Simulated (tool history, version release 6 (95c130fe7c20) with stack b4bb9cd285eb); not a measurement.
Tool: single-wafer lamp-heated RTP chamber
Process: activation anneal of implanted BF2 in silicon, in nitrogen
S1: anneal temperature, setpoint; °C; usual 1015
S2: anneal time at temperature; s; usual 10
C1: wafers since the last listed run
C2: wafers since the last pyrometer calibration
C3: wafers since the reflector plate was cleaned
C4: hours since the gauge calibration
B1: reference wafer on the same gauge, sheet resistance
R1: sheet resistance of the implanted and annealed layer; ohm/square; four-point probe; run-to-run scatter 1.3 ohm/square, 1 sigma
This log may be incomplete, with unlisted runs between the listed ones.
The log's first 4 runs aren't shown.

| run | hour | S1 | S2 | C1 | C2 | C3 | C4 | B1 | R1 |
|---|---|---|---|---|---|---|---|---|---|
| 5 | 353.5 | 1015 | 10 | 1610 | 3283 | 6090 | 744.9 | 372.12 | 379.43 |
| 6 | 408.6 | 1015 | 10 | 915 | 4198 | 7005 | 800 | 372.04 | 381.91 |
| 7 | 472.3 | 1015 | 10 | 1057 | 5255 | 8063 | 863.7 | 372.16 | 382.91 |
| 8 | 522.5 | 1015 | 10 | 833 | 6089 | 8896 | 913.9 | 371.53 | 382.14 |
| 9 | 622.6 | 1015 | 10 | 1662 | 7751 | 10559 | 1014 | 371.62 | 382.73 |
|  | 693.7 | reflector plate cleaned |
| 10 | 708.6 | 1015 | 10 | 1295 | 9047 | 247 | 1100 | 372.06 | 382.2 |
|  | 732.4 | pyrometer window cleaned and pyrometer calibrated |
| 11 | 753.7 | 1001 | 9 | 616 | 353 | 863 | 1145.1 | 371.89 | 402.74 |
| 12 | 827.6 | 1001 | 9 | 1227 | 1581 | 2091 | 1219 | 371.94 | 401.63 |
| 13 | 914 | 1001 | 9 | 1434 | 3015 | 3525 | 1305.4 | 371.91 | 402.31 |
|  | 993.9 | gauge calibrated |
| 14 | 1004.7 | 1015 | 10 | 1506 | 4522 | 5032 | 10.8 | 371.98 | 379.91 |
| 15 | 1090.4 | 1015 | 10 | 1423 | 5945 | 6455 | 96.5 | 371.87 | 381.14 |
| 16 | 1178 | 1015 | 10 | 1454 | 7399 | 7910 | 184.1 | 371.98 | 381.65 |
|  | 1204.2 | pyrometer window cleaned and pyrometer calibrated |
| 17 | 1214.3 | 1033 | 5 | 469 | 167 | 8379 | 220.4 | 371.85 | 383.31 |
| 18 | 1277.1 | 1015 | 10 | 1042 | 1210 | 9422 | 283.2 | 371.71 | 383.59 |
| 19 | 1442.8 | 1040 | 12 | 2751 | 3962 | 12174 | 448.9 | 372.04 | 356.01 |
| 20 | 1502.6 | 1015 | 10 | 993 | 4955 | 13167 | 508.7 | 371.98 | 380.66 |
|  | 1526.9 | reflector plate cleaned |
| 21 | 1553.6 | 1015 | 10 | 714 | 5669 | 443 | 559.7 | 371.93 | 380.85 |
| 22 | 1597.2 | 1015 | 6 | 724 | 6393 | 1167 | 603.3 | 371.91 | 396.4 |

Run 23 is up next; what results do you expect?
| 23 | 1666.8 | 1015 | 10 | 1155 | 7549 | 2323 | 672.9 | ? | ? |

Run 23 produced B1 372.05, R1 381.38 ohm/square.
With no hidden state in the tool, this same run would have given R1 381.38 ohm/square.

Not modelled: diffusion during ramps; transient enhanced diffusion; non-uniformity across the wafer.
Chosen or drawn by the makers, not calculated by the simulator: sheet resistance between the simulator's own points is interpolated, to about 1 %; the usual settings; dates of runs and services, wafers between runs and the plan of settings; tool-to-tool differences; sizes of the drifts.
